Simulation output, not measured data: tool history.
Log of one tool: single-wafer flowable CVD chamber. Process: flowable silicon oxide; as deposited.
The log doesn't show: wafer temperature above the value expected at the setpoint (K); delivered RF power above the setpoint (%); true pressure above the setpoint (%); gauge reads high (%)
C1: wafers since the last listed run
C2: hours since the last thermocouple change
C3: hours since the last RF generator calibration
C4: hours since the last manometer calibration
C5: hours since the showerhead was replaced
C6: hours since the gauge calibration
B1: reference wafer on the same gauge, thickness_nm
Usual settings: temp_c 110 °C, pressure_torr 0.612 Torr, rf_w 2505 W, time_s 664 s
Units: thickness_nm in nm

{"run": 1, "hour": 0.0, "temp_c": 110, "pressure_torr": 0.612, "rf_w": 2505, "time_s": 664, "C1": 0, "C2": 571.3, "C3": 1807.9, "C4": 783.4, "C5": 6055.6, "C6": 216.6, "B1": 203.964, "thickness_nm": 209.952}
{"run": 2, "hour": 69.6, "temp_c": 110, "pressure_torr": 0.612, "rf_w": 2505, "time_s": 664, "C1": 125, "C2": 640.9, "C3": 1877.5, "C4": 853.0, "C5": 6125.2, "C6": 286.2, "B1": 203.858, "thickness_nm": 208.819}
{"run": 3, "hour": 109.7, "temp_c": 110, "pressure_torr": 0.612, "rf_w": 2505, "time_s": 664, "C1": 72, "C2": 681.0, "C3": 1917.6, "C4": 893.1, "C5": 6165.3, "C6": 326.3, "B1": 204.169, "thickness_nm": 209.144}
{"run": 4, "hour": 137.3, "temp_c": 101, "pressure_torr": 0.612, "rf_w": 2400, "time_s": 664, "C1": 49, "C2": 708.6, "C3": 1945.2, "C4": 920.7, "C5": 6192.9, "C6": 353.9, "B1": 204.023, "thickness_nm": 277.817}
{"run": 5, "hour": 175.8, "temp_c": 110, "pressure_torr": 0.612, "rf_w": 2505, "time_s": 664, "C1": 69, "C2": 747.1, "C3": 1983.7, "C4": 959.2, "C5": 6231.4, "C6": 392.4, "B1": 203.717, "thickness_nm": 210.115}
{"run": 6, "hour": 217.6, "temp_c": 110, "pressure_torr": 0.612, "rf_w": 2505, "time_s": 664, "C1": 75, "C2": 788.9, "C3": 2025.5, "C4": 1001.0, "C5": 6273.2, "C6": 434.2, "B1": 204.051, "thickness_nm": 208.243}
{"run": 7, "hour": 247.6, "temp_c": 110, "pressure_torr": 0.612, "rf_w": 2620, "time_s": 664, "C1": 54, "C2": 818.9, "C3": 2055.5, "C4": 1031.0, "C5": 6303.2, "C6": 464.2, "B1": 203.909, "thickness_nm": 210.763}
{"run": 8, "hour": 294.9, "temp_c": 110, "pressure_torr": 0.612, "rf_w": 2620, "time_s": 664, "C1": 85, "C2": 866.2, "C3": 2102.8, "C4": 1078.3, "C5": 6350.5, "C6": 511.5, "B1": 204.124, "thickness_nm": 208.999}
{"hour": 344.2, "done": "capacitance manometer re-zeroed and calibrated"}
{"run": 9, "hour": 362.9, "temp_c": 110, "pressure_torr": 0.612, "rf_w": 2505, "time_s": 664, "C1": 108, "C2": 934.2, "C3": 2170.8, "C4": 18.7, "C5": 6418.5, "C6": 579.5, "B1": 204.1, "thickness_nm": 197.953}
{"hour": 392.1, "done": "RF generator calibrated"}
{"run": 10, "hour": 425.4, "temp_c": 122, "pressure_torr": 0.612, "rf_w": 2505, "time_s": 664, "C1": 98, "C2": 996.7, "C3": 33.3, "C4": 81.2, "C5": 6481.0, "C6": 642.0, "B1": 204.099, "thickness_nm": 140.593}
{"run": 11, "hour": 478.4, "temp_c": 105, "pressure_torr": 0.612, "rf_w": 2075, "time_s": 664, "C1": 95, "C2": 1049.7, "C3": 86.3, "C4": 134.2, "C5": 6534.0, "C6": 695.0, "B1": 203.774, "thickness_nm": 226.04}
{"hour": 488.3, "done": "thermocouple changed; heater temperature recalibrated"}
{"hour": 517.8, "done": "gauge calibrated"}
{"run": 12, "hour": 640.3, "temp_c": 99, "pressure_torr": 0.612, "rf_w": 2310, "time_s": 738, "C1": 278, "C2": 152.0, "C3": 248.2, "C4": 296.1, "C5": 6695.9, "C6": 122.5, "B1": 203.979, "thickness_nm": 327.807}
{"hour": 654.7, "done": "showerhead replaced"}
{"run": 13, "hour": 674.1, "temp_c": 110, "pressure_torr": 0.612, "rf_w": 2505, "time_s": 599, "C1": 46, "C2": 185.8, "C3": 282.0, "C4": 329.9, "C5": 19.4, "C6": 156.3, "B1": 204.118, "thickness_nm": 187.962}
{"run": 14, "hour": 707.0, "temp_c": 110, "pressure_torr": 0.515, "rf_w": 2505, "time_s": 620, "C1": 59, "C2": 218.7, "C3": 314.9, "C4": 362.8, "C5": 52.3, "C6": 189.2, "B1": 203.958, "thickness_nm": 164.497}
{"run": 15, "hour": 744.6, "temp_c": 110, "pressure_torr": 0.612, "rf_w": 2505, "time_s": 664, "C1": 68, "C2": 256.3, "C3": 352.5, "C4": 400.4, "C5": 89.9, "C6": 226.8, "B1": 203.945, "thickness_nm": 208.363}
{"run": 16, "hour": 789.8, "temp_c": 110, "pressure_torr": 0.612, "rf_w": 2815, "time_s": 664, "C1": 81, "C2": 301.5, "C3": 397.7, "C4": 445.6, "C5": 135.1, "C6": 272.0, "B1": 204.024, "thickness_nm": 212.702}
{"run": 17, "hour": 842.6, "temp_c": 117, "pressure_torr": 0.612, "rf_w": 2505, "time_s": 664, "C1": 95, "C2": 354.3, "C3": 450.5, "C4": 498.4, "C5": 187.9, "C6": 324.8, "B1": 204.11, "thickness_nm": 168.318}

Forecast each of these 4 alternatives for the next run:
{"run": "A", "hour": 843.2, "temp_c": 110, "pressure_torr": 0.612, "rf_w": 2505, "time_s": 664, "C1": 1, "C2": 354.9, "C3": 451.1, "C4": 499.0, "C5": 188.5, "C6": 325.4, "B1": "?", "thickness_nm": "?"}
{"run": "B", "hour": 843.2, "temp_c": 98, "pressure_torr": 0.675, "rf_w": 2505, "time_s": 763, "C1": 1, "C2": 354.9, "C3": 451.1, "C4": 499.0, "C5": 188.5, "C6": 325.4, "B1": "?", "thickness_nm": "?"}
{"run": "C", "hour": 843.2, "temp_c": 121, "pressure_torr": 0.718, "rf_w": 2650, "time_s": 664, "C1": 1, "C2": 354.9, "C3": 451.1, "C4": 499.0, "C5": 188.5, "C6": 325.4, "B1": "?", "thickness_nm": "?"}
{"run": "D", "hour": 843.2, "temp_c": 124, "pressure_torr": 0.491, "rf_w": 2875, "time_s": 586, "C1": 1, "C2": 354.9, "C3": 451.1, "C4": 499.0, "C5": 188.5, "C6": 325.4, "B1": "?", "thickness_nm": "?"}

run=A B1=203.859 thickness_nm=209.304
run=B B1=203.859 thickness_nm=392.591
run=C B1=203.859 thickness_nm=177.963
run=D B1=203.859 thickness_nm=100.630
Without the tool's hidden state the same runs would have given:
run=A thickness_nm=204.875
run=B thickness_nm=384.485
run=C thickness_nm=174.047
run=D thickness_nm=98.297
